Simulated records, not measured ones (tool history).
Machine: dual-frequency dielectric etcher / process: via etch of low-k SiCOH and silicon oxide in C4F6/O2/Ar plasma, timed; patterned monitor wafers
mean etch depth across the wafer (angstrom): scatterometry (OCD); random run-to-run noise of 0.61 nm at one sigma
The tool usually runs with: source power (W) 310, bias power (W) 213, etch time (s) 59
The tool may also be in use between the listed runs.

| run | day | source power (W) | bias power (W) | etch time (s) | read-back reference wafer on the same gauge, depth_nm | mean etch depth across the wafer (angstrom) |
|---|---|---|---|---|---|---|
| 1 | 0 | 310 | 191 | 59 | 154.2 | 1455 |
| 2 | 2.258 | 310 | 191 | 59 | 154 | 1447 |
| 3 | 4.921 | 310 | 191 | 59 | 154.3 | 1442 |
| 4 | 6.967 | 330 | 213 | 59 | 154 | 1510 |
| 5 | 8.504 | 330 | 213 | 59 | 154.4 | 1512 |
| 6 | 9.975 | 310 | 227 | 59 | 154 | 1491 |
|  | 12.404 | wet clean of the chamber |
| 7 | 12.425 | 310 | 227 | 59 | 154 | 1575 |
| 8 | 13.246 | 310 | 213 | 59 | 154 | 1533 |
| 9 | 15.433 | 310 | 213 | 59 | 154 | 1529 |
| 10 | 16.671 | 250 | 213 | 59 | 154.2 | 1405 |
|  | 17.117 | bias power generator calibrated |
|  | 19.108 | upper electrode replaced, of another model than before |
| 11 | 25.367 | 350 | 182 | 59 | 153.8 | 1584 |
| 12 | 26.55 | 270 | 213 | 47.5 | 153.8 | 1087 |
| 13 | 28.038 | 310 | 228 | 42 | 154.2 | 1068 |
| 14 | 29.483 | 370 | 176 | 59 | 154 | 1604 |
|  | 32.296 | wet clean of the chamber |
| 15 | 32.317 | 310 | 227 | 59 | 154 | 1557 |
| 16 | 33.846 | 310 | 183 | 66.5 | 154.2 | 1701 |
|  | 35.388 | source power generator calibrated |
| 17 | 36.438 | 310 | 167 | 59 | 153.9 | 1470 |
|  | 36.946 | gauge calibrated |
| 18 | 37.779 | 310 | 213 | 59 | 153.8 | 1528 |
| 19 | 40.388 | 310 | 213 | 59 | 154.1 | 1523 |
| 20 | 41.854 | 350 | 197 | 71 | 154 | 1940 |
| 21 | 44.454 | 270 | 240 | 51.5 | 153.8 | 1210 |
| 22 | 46.129 | 310 | 213 | 59 | 154.2 | 1493 |
| 23 | 48.6 | 310 | 239 | 59 | 154 | 1512 |
| 24 | 51.133 | 310 | 213 | 53.5 | 154 | 1338 |
| 25 | 53.367 | 310 | 213 | 59 | 154 | 1466 |
|  | 56.167 | wet clean of the chamber |
| 26 | 56.188 | 310 | 166 | 52.5 | 153.7 | 1304 |
| 27 | 57.371 | 340 | 194 | 59 | 154 | 1592 |
| 28 | 58.475 | 310 | 213 | 59 | 154.2 | 1523 |

Forecast each of these 5 alternatives for the next run:
| A | 58.492 | 380 | 213 | 59 | ? | ? |
| B | 58.492 | 260 | 232 | 48.5 | ? | ? |
| C | 58.492 | 310 | 213 | 69.5 | ? | ? |
| D | 58.492 | 310 | 251 | 59 | ? | ? |
| E | 58.492 | 230 | 196 | 59 | ? | ? |

| run | read-back reference wafer on the same gauge, depth_nm | mean etch depth across the wafer (angstrom) |
|---|---|---|
| A | 154.4 | 1726 |
| B | 154.4 | 1118 |
| C | 154.4 | 1790 |
| D | 154.4 | 1564 |
| E | 154.4 | 1195 |
Without the tool's hidden state the same runs would have given:
| run | mean etch depth across the wafer (angstrom) |
|---|---|
| A | 1743 |
| B | 1129 |
| C | 1808 |
| D | 1579 |
| E | 1206 |
